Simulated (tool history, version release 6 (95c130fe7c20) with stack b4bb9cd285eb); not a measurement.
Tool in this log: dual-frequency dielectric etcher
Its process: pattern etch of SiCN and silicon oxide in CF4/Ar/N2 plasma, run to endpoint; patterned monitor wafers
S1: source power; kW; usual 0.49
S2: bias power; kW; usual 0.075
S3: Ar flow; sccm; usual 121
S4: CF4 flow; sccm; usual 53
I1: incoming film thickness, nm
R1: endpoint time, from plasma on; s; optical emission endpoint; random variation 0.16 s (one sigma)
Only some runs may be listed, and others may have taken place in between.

run,day,S1,S2,S3,S4,I1,R1
1,0,0.49,0.075,121,60,17.99,20.4
2,3.729,0.49,0.075,121,60,18.17,20.4
# day 8.308: wet clean of the chamber
3,10.338,0.49,0.075,121,60,18.13,21.3
4,13.629,0.49,0.075,102,53,18.06,20.9
5,15.642,0.44,0.075,121,58,17.91,22
6,19.683,0.44,0.075,121,58,17.99,22
7,23.654,0.44,0.075,121,58,17.95,21.9
8,25.979,0.49,0.075,121,53,17.91,20.7
9,30.071,0.49,0.075,111,42,17.9,21.8
# day 32.154: wet clean of the chamber
# day 32.896: upper electrode replaced, of another model than before
10,34.254,0.55,0.075,121,42,18.01,21.3
11,38.508,0.55,0.075,121,53,18.12,19.7
12,42.788,0.49,0.075,101,45,17.89,21.4
13,47.092,0.61,0.075,121,66,18.07,16.9
# day 50.35: bias power generator calibrated
# day 50.421: CF4 flow controller replaced
14,51.383,0.49,0.084,121,59,17.94,19.4
15,54.717,0.49,0.06,91,58,18.09,21.8
# day 55.717: wet clean of the chamber
# day 55.717: source power generator calibrated
# day 58.767: Ar flow controller replaced
16,59.138,0.49,0.094,121,53,18.01,19.5
17,63.375,0.49,0.075,91,62,17.86,19.2
18,66.821,0.4,0.075,136,53,18.11,25.8
19,71.125,0.49,0.089,121,40,17.98,21.1
20,74.758,0.41,0.075,121,53,17.93,24
21,76.3,0.49,0.075,121,53,17.93,21.2
22,78.967,0.49,0.075,103,53,18.01,19.9
23,80.875,0.49,0.075,121,53,17.93,20.7
# day 83.154: wet clean of the chamber
24,85.012,0.49,0.089,121,46,17.89,20.4
25,87.708,0.49,0.089,121,46,18.06,21

Forecast each of these 3 alternatives for the next run:
A,87.725,0.49,0.075,111,53,18.05,?
B,87.725,0.49,0.09,121,53,18.05,?
C,87.725,0.41,0.075,132,49,18.05,?

run,R1
A,21.3
B,19.9
C,25.9
Without the tool's hidden state the same runs would have given:
run,R1
A,21.5
B,20
C,26.1
